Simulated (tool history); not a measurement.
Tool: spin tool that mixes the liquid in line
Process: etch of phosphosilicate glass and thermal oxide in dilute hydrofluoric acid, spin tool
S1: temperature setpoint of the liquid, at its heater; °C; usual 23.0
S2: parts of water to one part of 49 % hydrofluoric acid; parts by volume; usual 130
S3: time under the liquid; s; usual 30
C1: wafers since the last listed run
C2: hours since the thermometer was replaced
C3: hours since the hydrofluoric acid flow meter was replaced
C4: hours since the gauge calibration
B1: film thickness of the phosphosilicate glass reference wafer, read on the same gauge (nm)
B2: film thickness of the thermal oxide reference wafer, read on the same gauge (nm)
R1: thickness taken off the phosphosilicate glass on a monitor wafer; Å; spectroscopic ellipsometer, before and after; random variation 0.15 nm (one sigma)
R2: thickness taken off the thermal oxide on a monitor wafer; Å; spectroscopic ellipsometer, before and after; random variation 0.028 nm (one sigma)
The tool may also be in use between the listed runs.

run   hour    S1   S2  S3   C1      C2     C3     C4     B1       B2     R1     R2
  1    0.0  23.0  145  30    0  1464.5   33.3  285.2  90.02  130.013  226.9   9.54
  2   29.2  23.0  130  45  266  1493.7   62.5  314.4  89.99  129.988  388.0  16.23
  3   50.0  23.0  180  30  190  1514.5   83.3  335.2  90.01  129.985  177.6   7.69
  4   79.3  23.0  180  30  267  1543.8  112.6  364.5  90.00  130.007  177.6   7.62
      85.9  -- hydrofluoric acid flow meter replaced, repeated, since the last time left the tool worse
  5  102.7  23.0  180  30  204  1567.2   16.8  387.9  89.97  129.991  152.9   7.06
  6  130.8  23.0   80  30  256  1595.3   44.9  416.0  90.00  130.057  389.3  16.89
     161.9  -- gauge calibrated
  7  166.2  23.0  130  30  323  1630.7   80.3    4.3  89.98  130.049  226.8  10.08
  8  202.2  19.5  130  45  328  1666.7  116.3   40.3  89.95  129.981  294.4  12.41
  9  225.3  23.0  130  30  211  1689.8  139.4   63.4  90.01  130.021  226.8   9.41
 10  246.1  27.5  105  35  190  1710.6  160.2   84.2  89.97  130.008  400.9  16.68
     251.0  -- thermometer replaced
 11  297.7  23.0  130  30  462    46.7  211.8  135.8  89.99  130.029  227.0   9.56
 12  325.4  23.0   95  25  253    74.4  239.5  163.5  89.98  130.007  274.4  11.74
 13  352.2  21.5   75  45  244   101.2  266.3  190.3  90.02  129.931  595.5  26.14
 14  371.7  20.0  130  30  178   120.7  285.8  209.8  90.00  129.957  204.6   8.76
 15  394.0  23.0   65  30  203   143.0  308.1  232.1  90.04  129.972  494.2  21.31
 16  423.3  24.5   65  20  267   172.3  337.4  261.4  89.99  130.010  352.9  14.43
 17  457.8  23.0  130  25  315   206.8  371.9  295.9  90.01  130.000  192.0   8.19
 18  481.4  23.0  130  30  215   230.4  395.5  319.5  89.98  130.044  229.1   9.35
 19  509.9  25.5  130  35  260   258.9  424.0  348.0  89.97  130.034  293.1  13.17
 20  545.3  24.5  175  15  323   294.3  459.4  383.4  89.99  130.045   86.2   3.61
 21  557.7  23.0  130  30  113   306.7  471.8  395.8  89.99  130.012  231.9   9.80
 22  577.8  18.5   80  25  183   326.8  491.9  415.9  90.00  129.992  274.1  12.11
 23  595.8  21.5   75  45  164   344.8  509.9  433.9  90.01  130.015  600.5  24.86
 24  624.3  20.5  130  30  260   373.3  538.4  462.4  90.01  129.999  209.1   9.09
 25  641.1  25.0  170  20  153   390.1  555.2  479.2  89.99  129.959  121.7   5.36

5 ways to go on from here, each from the tool as it stands after run 25. What would each give?
  A  641.5  23.0  190  30   3  390.5  555.6  479.6   ?   ?   ?   ?
  B  641.5  23.0   90  40   3  390.5  555.6  479.6   ?   ?   ?   ?
  C  641.5  23.0  195  20   3  390.5  555.6  479.6   ?   ?   ?   ?
  D  641.5  23.0  170  50   3  390.5  555.6  479.6   ?   ?   ?   ?
  E  641.5  23.0  130  20   3  390.5  555.6  479.6   ?   ?   ?   ?

run     B1       B2     R1     R2
  A  89.98  130.020  147.0   6.27
  B  89.98  130.020  461.8  19.70
  C  89.98  130.020   95.0   4.05
  D  89.98  130.020  279.7  11.93
  E  89.98  130.020  152.7   6.52
Without the tool's hidden state the same runs would have given:
run     R1     R2
  A  139.7   5.96
  B  440.6  18.79
  C   90.3   3.85
  D  265.9  11.34
  E  145.5   6.20
